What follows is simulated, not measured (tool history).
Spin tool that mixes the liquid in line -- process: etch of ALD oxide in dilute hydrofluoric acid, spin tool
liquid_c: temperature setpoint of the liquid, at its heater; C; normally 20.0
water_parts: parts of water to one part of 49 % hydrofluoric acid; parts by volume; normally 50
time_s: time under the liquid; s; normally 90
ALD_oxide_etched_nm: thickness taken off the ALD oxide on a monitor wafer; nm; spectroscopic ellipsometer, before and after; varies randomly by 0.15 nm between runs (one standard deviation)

run	hour	liquid_c	water_parts	time_s	read-back film thickness of the ALD oxide reference wafer, read on the same gauge (nm)	ALD_oxide_etched_nm
1	0.0	20.0	50	90	139.97	36.77
2	84.0	20.0	50	90	139.97	36.95
3	130.6	20.0	50	90	140.05	36.90
4	199.7	20.0	50	90	139.97	36.98
5	278.4	20.0	50	90	140.00	36.81
6	331.0	20.0	50	90	140.05	36.88
7	370.7	20.0	50	90	140.04	36.82
8	456.0	20.0	50	90	140.04	37.01
9	522.6	20.0	50	90	139.99	37.28
# hour 528.4: hydrofluoric acid flow meter replaced
# hour 584.0: thermometer replaced
10	608.4	20.0	35	90	140.00	53.22
11	660.8	20.0	50	90	139.97	36.18
12	741.8	17.0	65	90	140.01	24.04
13	783.8	17.0	50	75	140.00	26.85
14	873.2	17.0	60	90	140.02	26.38
15	937.6	17.0	60	90	139.99	26.53
16	989.3	17.0	60	110	140.05	32.06
17	1064.4	20.0	45	115	139.97	52.18
18	1161.1	20.0	50	90	139.94	36.56
# hour 1225.2: gauge calibrated
19	1233.8	20.0	70	55	139.99	15.67
# hour 1296.0: hydrofluoric acid flow meter replaced
20	1296.5	18.5	50	60	139.96	22.88
21	1350.0	20.0	70	90	139.96	25.40
22	1441.4	20.0	50	90	139.97	36.65
23	1480.1	17.0	50	90	140.01	32.33
24	1566.1	23.0	50	90	139.95	41.54
25	1640.9	20.0	50	55	140.02	22.43
26	1959.9	20.0	50	130	140.00	52.88
27	1996.2	20.0	50	90	140.07	36.83
28	2090.7	20.0	50	90	140.00	36.70
29	2141.9	20.0	40	90	140.02	46.46
# hour 2179.0: hydrofluoric acid flow meter replaced
30	2285.1	20.0	50	65	140.00	26.50
31	2374.4	20.0	50	60	139.94	24.70
32	2446.5	20.0	50	50	139.96	20.51
33	2542.1	20.0	50	110	139.96	44.76

Here are 5 independent what-if runs from the current tool condition. What would each one return?
A	2542.5	20.0	30	90	?	?
B	2542.5	20.0	50	70	?	?
C	2542.5	17.5	35	65	?	?
D	2542.5	17.0	50	55	?	?
E	2542.5	24.0	70	115	?	?

run	read-back film thickness of the ALD oxide reference wafer, read on the same gauge (nm)	ALD_oxide_etched_nm
A	140.01	63.04
B	140.01	28.71
C	140.01	34.81
D	140.01	19.84
E	140.01	38.77
With no hidden state in the tool, these same runs would have given:
run	ALD_oxide_etched_nm
A	62.23
B	28.35
C	34.36
D	19.58
E	38.31
